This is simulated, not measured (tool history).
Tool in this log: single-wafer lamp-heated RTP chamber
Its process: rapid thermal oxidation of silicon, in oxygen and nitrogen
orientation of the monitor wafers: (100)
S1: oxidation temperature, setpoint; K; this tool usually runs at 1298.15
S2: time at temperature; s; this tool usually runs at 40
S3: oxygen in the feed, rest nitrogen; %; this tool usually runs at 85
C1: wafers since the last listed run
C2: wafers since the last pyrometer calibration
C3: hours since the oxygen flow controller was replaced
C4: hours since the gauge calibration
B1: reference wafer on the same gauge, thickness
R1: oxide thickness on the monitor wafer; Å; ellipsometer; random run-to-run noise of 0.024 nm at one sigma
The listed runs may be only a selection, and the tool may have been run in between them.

{"run": 1, "day": 0.0, "S1": 1317.15, "S2": 40, "S3": 75, "C1": 0, "C2": 1445, "C3": 4109.9, "C4": 78.8, "B1": 4.183, "R1": 57.57}
{"run": 2, "day": 3.925, "S1": 1317.15, "S2": 40, "S3": 75, "C1": 773, "C2": 2219, "C3": 4204.1, "C4": 173.0, "B1": 4.177, "R1": 59.24}
{"day": 4.583, "done": "pyrometer window cleaned and pyrometer calibrated"}
{"run": 3, "day": 6.017, "S1": 1317.15, "S2": 40, "S3": 75, "C1": 346, "C2": 282, "C3": 4254.3, "C4": 223.2, "B1": 4.194, "R1": 56.82}
{"run": 4, "day": 8.521, "S1": 1298.15, "S2": 47, "S3": 98, "C1": 493, "C2": 775, "C3": 4314.4, "C4": 283.3, "B1": 4.186, "R1": 58.78}
{"run": 5, "day": 10.354, "S1": 1298.15, "S2": 47, "S3": 98, "C1": 361, "C2": 1137, "C3": 4358.4, "C4": 327.3, "B1": 4.184, "R1": 59.71}
{"run": 6, "day": 14.175, "S1": 1298.15, "S2": 40, "S3": 98, "C1": 753, "C2": 1890, "C3": 4450.1, "C4": 419.0, "B1": 4.187, "R1": 55.81}
{"run": 7, "day": 15.704, "S1": 1298.15, "S2": 40, "S3": 85, "C1": 301, "C2": 2191, "C3": 4486.8, "C4": 455.7, "B1": 4.175, "R1": 53.92}
{"day": 16.042, "done": "pyrometer window cleaned and pyrometer calibrated"}
{"run": 8, "day": 17.988, "S1": 1298.15, "S2": 40, "S3": 85, "C1": 384, "C2": 383, "C3": 4541.6, "C4": 510.5, "B1": 4.185, "R1": 52.0}
{"run": 9, "day": 22.292, "S1": 1298.15, "S2": 40, "S3": 85, "C1": 848, "C2": 1232, "C3": 4644.9, "C4": 613.8, "B1": 4.177, "R1": 53.3}
{"run": 10, "day": 26.367, "S1": 1298.15, "S2": 40, "S3": 85, "C1": 803, "C2": 2035, "C3": 4742.7, "C4": 711.6, "B1": 4.178, "R1": 53.91}
{"day": 27.362, "done": "oxygen flow controller replaced"}
{"day": 28.533, "done": "pyrometer window cleaned and pyrometer calibrated"}
{"run": 11, "day": 30.383, "S1": 1320.15, "S2": 26, "S3": 85, "C1": 660, "C2": 364, "C3": 72.5, "C4": 808.0, "B1": 4.182, "R1": 50.91}
{"day": 31.617, "done": "gauge calibrated"}
{"run": 12, "day": 32.321, "S1": 1278.15, "S2": 21, "S3": 97, "C1": 381, "C2": 746, "C3": 119.0, "C4": 16.9, "B1": 4.18, "R1": 36.7}

Run 13 comes next. What will it give?
{"run": 13, "day": 36.425, "S1": 1298.15, "S2": 40, "S3": 85, "C1": 809, "C2": 1555, "C3": 217.5, "C4": 115.4, "B1": "?", "R1": "?"}

B1: 4.173
R1: 53.67 Å
Were there no unlogged condition in the tool, this run, its random variation unchanged, would have produced R1 52.42 Å.
